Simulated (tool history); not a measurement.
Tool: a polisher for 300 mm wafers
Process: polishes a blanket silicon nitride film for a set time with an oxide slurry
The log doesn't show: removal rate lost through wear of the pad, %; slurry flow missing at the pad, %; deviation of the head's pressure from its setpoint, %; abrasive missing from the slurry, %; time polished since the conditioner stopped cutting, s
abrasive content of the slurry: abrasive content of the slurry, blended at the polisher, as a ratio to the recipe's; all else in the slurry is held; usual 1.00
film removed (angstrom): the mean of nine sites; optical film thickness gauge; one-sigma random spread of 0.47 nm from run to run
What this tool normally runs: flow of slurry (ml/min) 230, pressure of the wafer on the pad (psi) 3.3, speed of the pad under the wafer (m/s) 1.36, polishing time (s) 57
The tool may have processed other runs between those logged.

run     day  flow of slurry (ml/min)  pressure of the wafer on the pad (psi)  speed of the pad under the wafer (m/s)  abrasive content of the slurry  polishing time (s)  wafers since the last listed run  wafers polished on this pad  hours since the slurry nozzle was cleaned  hours since the head pressure was calibrated  hours since the slurry blender was calibrated  hours since the conditioning disc was replaced  incoming thickness of the incoming film, nm  film removed (angstrom)
  1   0.000                      230                                     3.3                                    1.36                            1.00                  57                                 0                           84                                       58.4                                         427.2                                          313.5                                           132.0                                        467.7                      472
      0.075  -- slurry blender recalibrated
  2   1.979                      230                                     3.3                                    1.36                            0.80                  57                               515                          599                                      105.9                                         474.7                                           45.7                                           179.5                                        467.5                      423
  3   3.258                      230                                     3.3                                    1.36                            0.80                  57                               345                          945                                      136.6                                         505.4                                           76.4                                           210.2                                        462.6                      417
      4.442  -- conditioning disc replaced and pad reconditioned
  4   4.929                      230                                     3.3                                    1.24                            1.00                  57                               429                         1375                                      176.7                                         545.5                                          116.5                                            11.7                                        461.5                      471
  5   6.054                      230                                     3.3                                    1.36                            1.00                  57                               304                         1679                                      203.7                                         572.5                                          143.5                                            38.7                                        462.9                      481
      6.750  -- slurry nozzle cleaned
  6   7.288                      230                                     3.3                                    1.36                            1.00                  57                               322                         2001                                       12.9                                         602.1                                          173.1                                            68.3                                        470.6                      490
      8.729  -- worn pad replaced by a new one
  7   9.283                      230                                     3.3                                    1.36                            1.00                  57                               494                          149                                       60.8                                         650.0                                          221.0                                           116.2                                        467.2                      483
  8  11.283                      230                                     3.3                                    1.36                            0.85                  57                               540                          690                                      108.8                                         698.0                                          269.0                                           164.2                                        465.0                      437
  9  13.008                      230                                     3.3                                    1.36                            1.00                  57                               466                         1157                                      150.2                                         739.4                                          310.4                                           205.6                                        476.3                      457
 10  14.538                      230                                     3.3                                    1.36                            1.00                  57                               413                         1570                                      186.9                                         776.1                                          347.1                                           242.3                                        470.4                      448
     15.754  -- conditioning disc replaced and pad reconditioned
     15.892  -- slurry blender recalibrated
     16.825  -- slurry nozzle cleaned
 11  16.875                      285                                     4.1                                    1.52                            1.25                  57                               575                         2146                                        1.2                                         832.2                                           23.6                                            26.9                                        475.3                      725
     18.467  -- worn pad replaced by a new one
 12  19.308                      230                                     3.3                                    1.60                            0.90                  57                               612                          228                                       59.6                                         890.6                                           82.0                                            85.3                                        466.5                      522

Run 13 comes next. What will it give?
 13  24.096                      230                                     3.9                                    0.98                            1.00                  77                              1294                         1522                                      174.5                                        1005.5                                          196.9                                           200.2                                        468.2                        ?

film removed (angstrom): 565
With no hidden state in the tool, this same run would have given film removed (angstrom) 616.
